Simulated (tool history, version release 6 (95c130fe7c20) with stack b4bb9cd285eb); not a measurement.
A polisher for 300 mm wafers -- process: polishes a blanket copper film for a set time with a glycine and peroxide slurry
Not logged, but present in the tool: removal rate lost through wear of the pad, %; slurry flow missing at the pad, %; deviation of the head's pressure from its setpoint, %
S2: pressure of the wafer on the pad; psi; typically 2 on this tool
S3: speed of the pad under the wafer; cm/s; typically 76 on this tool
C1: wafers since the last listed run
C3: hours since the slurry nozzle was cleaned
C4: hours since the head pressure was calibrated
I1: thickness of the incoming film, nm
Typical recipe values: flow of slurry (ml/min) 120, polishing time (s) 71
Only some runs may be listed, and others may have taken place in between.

Run 1, day 0: usual settings; C1 0; wafers polished on this pad 668; C3 308.9; C4 785.5; I1 1231.6. Result: film removed (Å) 2363.
At day 0.246: worn pad replaced by a new one.
Run 2, day 0.262: usual settings; C1 14; wafers polished on this pad 2; C3 315.2; C4 791.8; I1 1255.7. Result: film removed (Å) 2514.
Run 3, day 0.692: usual settings; C1 64; wafers polished on this pad 67; C3 325.5; C4 802.1; I1 1258.2. Result: film removed (Å) 2543.
Run 4, day 1.321: usual settings; C1 95; wafers polished on this pad 162; C3 340.6; C4 817.2; I1 1234.7. Result: film removed (Å) 2571.
Run 5, day 2.017: usual settings; C1 105; wafers polished on this pad 267; C3 357.3; C4 833.9; I1 1235.7. Result: film removed (Å) 2577.
Run 6, day 2.308: usual settings but flow of slurry (ml/min) 95, polishing time (s) 60; C1 44; wafers polished on this pad 311; C3 364.3; C4 840.9; I1 1234.6. Result: film removed (Å) 2068.
Run 7, day 2.975: usual settings; C1 100; wafers polished on this pad 412; C3 380.3; C4 856.9; I1 1256. Result: film removed (Å) 2496.
Run 8, day 3.546: usual settings; C1 86; wafers polished on this pad 499; C3 394; C4 870.6; I1 1271.1. Result: film removed (Å) 2409.
Run 9, day 4.112: usual settings; C1 85; wafers polished on this pad 585; C3 407.6; C4 884.2; I1 1255.4. Result: film removed (Å) 2457.
At day 4.875: worn pad replaced by a new one.
Run 10, day 4.896: usual settings; C1 93; wafers polished on this pad 2; C3 426.4; C4 903; I1 1263.3. Result: film removed (Å) 2560.
Run 11, day 5.104: usual settings but polishing time (s) 60; C1 31; wafers polished on this pad 34; C3 431.4; C4 908; I1 1240.4. Result: film removed (Å) 2206.
Run 12, day 5.85: usual settings but S2 1.5 psi, S3 68 cm/s, polishing time (s) 91; C1 112; wafers polished on this pad 147; C3 449.3; C4 925.9; I1 1261.3. Result: film removed (Å) 2586.
At day 6.175: head pressure recalibrated.
Run 13, day 6.275: usual settings but S3 102 cm/s, polishing time (s) 82; C1 51; wafers polished on this pad 199; C3 459.5; C4 2.4; I1 1246.7. Result: film removed (Å) 3521.
Run 14, day 6.912: usual settings but flow of slurry (ml/min) 155, S2 1.8 psi; C1 96; wafers polished on this pad 295; C3 474.8; C4 17.7; I1 1227.6. Result: film removed (Å) 2465.
Run 15, day 7.662: usual settings but flow of slurry (ml/min) 95, S2 2.5 psi, S3 96 cm/s, polishing time (s) 59; C1 113; wafers polished on this pad 409; C3 492.8; C4 35.7; I1 1260.7. Result: film removed (Å) 2738.
Run 16, day 8.096: usual settings; C1 65; wafers polished on this pad 474; C3 503.2; C4 46.1; I1 1250.6. Result: film removed (Å) 2448.
Run 17, day 8.433: usual settings but S3 88 cm/s; C1 51; wafers polished on this pad 525; C3 511.3; C4 54.2; I1 1236.8. Result: film removed (Å) 2784.
Run 18, day 8.808: usual settings but S2 1.4 psi, S3 52 cm/s, polishing time (s) 50; C1 56; wafers polished on this pad 582; C3 520.3; C4 63.2; I1 1247.7. Result: film removed (Å) 1067.
At day 8.867: slurry nozzle cleaned.
At day 9.067: worn pad replaced by a new one.
Run 19, day 10.454: usual settings but flow of slurry (ml/min) 150, S2 1.6 psi, S3 84 cm/s; C1 217; wafers polished on this pad 210; C3 38.1; C4 102.7; I1 1242.9. Result: film removed (Å) 2454.
Run 20, day 10.842: usual settings but flow of slurry (ml/min) 95, S2 1.5 psi; C1 58; wafers polished on this pad 268; C3 47.4; C4 112; I1 1238.7. Result: film removed (Å) 1991.
Run 21, day 11.358: usual settings; C1 78; wafers polished on this pad 346; C3 59.8; C4 124.4; I1 1255.5. Result: film removed (Å) 2540.
Run 22, day 12.342: usual settings but S3 94 cm/s, polishing time (s) 82; C1 148; wafers polished on this pad 495; C3 83.4; C4 148; I1 1240. Result: film removed (Å) 3375.

Consider 5 possible next runs. They are alternatives, not a sequence: every one starts from the tool as it was left by run 22. What does each give?
Run A, day 12.362: usual settings; C1 3; wafers polished on this pad 498; C3 83.9; C4 148.5; I1 1275. Result: film removed (Å) ?.
Run B, day 12.362: usual settings but S2 2.2 psi; C1 3; wafers polished on this pad 498; C3 83.9; C4 148.5; I1 1275. Result: film removed (Å) ?.
Run C, day 12.362: usual settings but flow of slurry (ml/min) 95, S2 2.3 psi, S3 86 cm/s, polishing time (s) 51; C1 3; wafers polished on this pad 498; C3 83.9; C4 148.5; I1 1275. Result: film removed (Å) ?.
Run D, day 12.362: usual settings but S3 98 cm/s, polishing time (s) 49; C1 3; wafers polished on this pad 498; C3 83.9; C4 148.5; I1 1275. Result: film removed (Å) ?.
Run E, day 12.362: usual settings but S2 1.6 psi, S3 68 cm/s; C1 3; wafers polished on this pad 498; C3 83.9; C4 148.5; I1 1275. Result: film removed (Å) ?.

run  film removed (Å)
  A              2539
  B              2722
  C              2081
  D              2095
  E              2029
Take away the tool's hidden state, keep each run's random variation, and the runs would have read:
run  film removed (Å)
  A              2637
  B              2826
  C              2161
  D              2176
  E              2107
